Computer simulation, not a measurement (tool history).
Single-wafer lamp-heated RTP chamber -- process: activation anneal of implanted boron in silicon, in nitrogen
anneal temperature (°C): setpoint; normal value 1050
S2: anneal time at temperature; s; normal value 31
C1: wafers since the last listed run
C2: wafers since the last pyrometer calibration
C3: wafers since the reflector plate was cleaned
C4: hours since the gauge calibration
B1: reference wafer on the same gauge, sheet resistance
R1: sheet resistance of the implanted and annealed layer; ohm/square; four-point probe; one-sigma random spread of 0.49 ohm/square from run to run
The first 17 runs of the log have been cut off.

At hour 242.7: pyrometer window cleaned and pyrometer calibrated.
Run 18, hour 248.1: usual settings but S2 43 s; C1 125; C2 85; C3 1260; C4 407.5; B1 206.05. Result: R1 219.20 ohm/square.
At hour 252.2: gauge calibrated.
Run 19, hour 263.7: usual settings but anneal temperature (°C) 1079, S2 19 s; C1 247; C2 333; C3 1508; C4 11.5; B1 205.94. Result: R1 221.29 ohm/square.
Run 20, hour 280.7: usual settings; C1 269; C2 602; C3 1777; C4 28.5; B1 206.09. Result: R1 221.24 ohm/square.
Run 21, hour 289.9: usual settings but anneal temperature (°C) 1079, S2 39 s; C1 145; C2 748; C3 1923; C4 37.7; B1 206.06. Result: R1 216.40 ohm/square.
Run 22, hour 303.9: usual settings but anneal temperature (°C) 1062, S2 41 s; C1 221; C2 970; C3 2145; C4 51.7; B1 205.93. Result: R1 217.70 ohm/square.
Run 23, hour 315.1: usual settings; C1 177; C2 1147; C3 2322; C4 62.9; B1 205.96. Result: R1 221.43 ohm/square.
Run 24, hour 322.1: usual settings but anneal temperature (°C) 1061, S2 43 s; C1 110; C2 1258; C3 2433; C4 69.9; B1 206.08. Result: R1 217.69 ohm/square.
Run 25, hour 339.0: usual settings but anneal temperature (°C) 1033, S2 16 s; C1 267; C2 1526; C3 2701; C4 86.8; B1 205.99. Result: R1 225.42 ohm/square.
Run 26, hour 352.5: usual settings but S2 37 s; C1 213; C2 1740; C3 2915; C4 100.3; B1 205.92. Result: R1 220.97 ohm/square.
Run 27, hour 369.3: usual settings but anneal temperature (°C) 1062, S2 37 s; C1 266; C2 2006; C3 3181; C4 117.1; B1 205.93. Result: R1 219.01 ohm/square.
Run 28, hour 383.6: usual settings; C1 226; C2 2233; C3 3407; C4 131.4; B1 206.08. Result: R1 221.35 ohm/square.
Run 29, hour 397.5: usual settings but S2 46 s; C1 220; C2 2453; C3 3628; C4 145.3; B1 206.08. Result: R1 218.71 ohm/square.
Run 30, hour 410.7: usual settings but anneal temperature (°C) 1041, S2 24 s; C1 209; C2 2662; C3 3837; C4 158.5; B1 206.02. Result: R1 221.90 ohm/square.
Run 31, hour 421.7: usual settings; C1 174; C2 2836; C3 4011; C4 169.5; B1 205.96. Result: R1 221.75 ohm/square.
At hour 436.8: pyrometer window cleaned and pyrometer calibrated.
Run 32, hour 437.3: usual settings; C1 120; C2 7; C3 4132; C4 185.1; B1 205.93. Result: R1 220.92 ohm/square.
Run 33, hour 447.0: usual settings; C1 153; C2 160; C3 4285; C4 194.8; B1 205.91. Result: R1 221.73 ohm/square.
Run 34, hour 454.8: usual settings; C1 123; C2 284; C3 4409; C4 202.6; B1 205.95. Result: R1 221.18 ohm/square.
Run 35, hour 462.1: usual settings but anneal temperature (°C) 1078, S2 20 s; C1 115; C2 400; C3 4525; C4 209.9; B1 205.89. Result: R1 220.28 ohm/square.
Run 36, hour 476.7: usual settings but anneal temperature (°C) 1073, S2 15 s; C1 231; C2 631; C3 4756; C4 224.5; B1 205.98. Result: R1 223.01 ohm/square.

Below are 5 alternative next runs, each starting from the tool's condition after run 36. Predict each:
Run A, hour 477.1: usual settings; C1 6; C2 637; C3 4762; C4 224.9; B1 ?. Result: R1 ?.
Run B, hour 477.1: usual settings but S2 44 s; C1 6; C2 637; C3 4762; C4 224.9; B1 ?. Result: R1 ?.
Run C, hour 477.1: usual settings but S2 49 s; C1 6; C2 637; C3 4762; C4 224.9; B1 ?. Result: R1 ?.
Run D, hour 477.1: usual settings but anneal temperature (°C) 1039, S2 15 s; C1 6; C2 637; C3 4762; C4 224.9; B1 ?. Result: R1 ?.
Run E, hour 477.1: usual settings but anneal temperature (°C) 1065, S2 36 s; C1 6; C2 637; C3 4762; C4 224.9; B1 ?. Result: R1 ?.

run      B1      R1
  A  205.90  220.60
  B  205.90  218.73
  C  205.90  218.06
  D  205.90  223.61
  E  205.90  218.15
The same runs, with their run-to-run variation unchanged, on a tool lacking any hidden condition would have given:
run      R1
  A  220.60
  B  218.73
  C  218.06
  D  223.61
  E  218.15
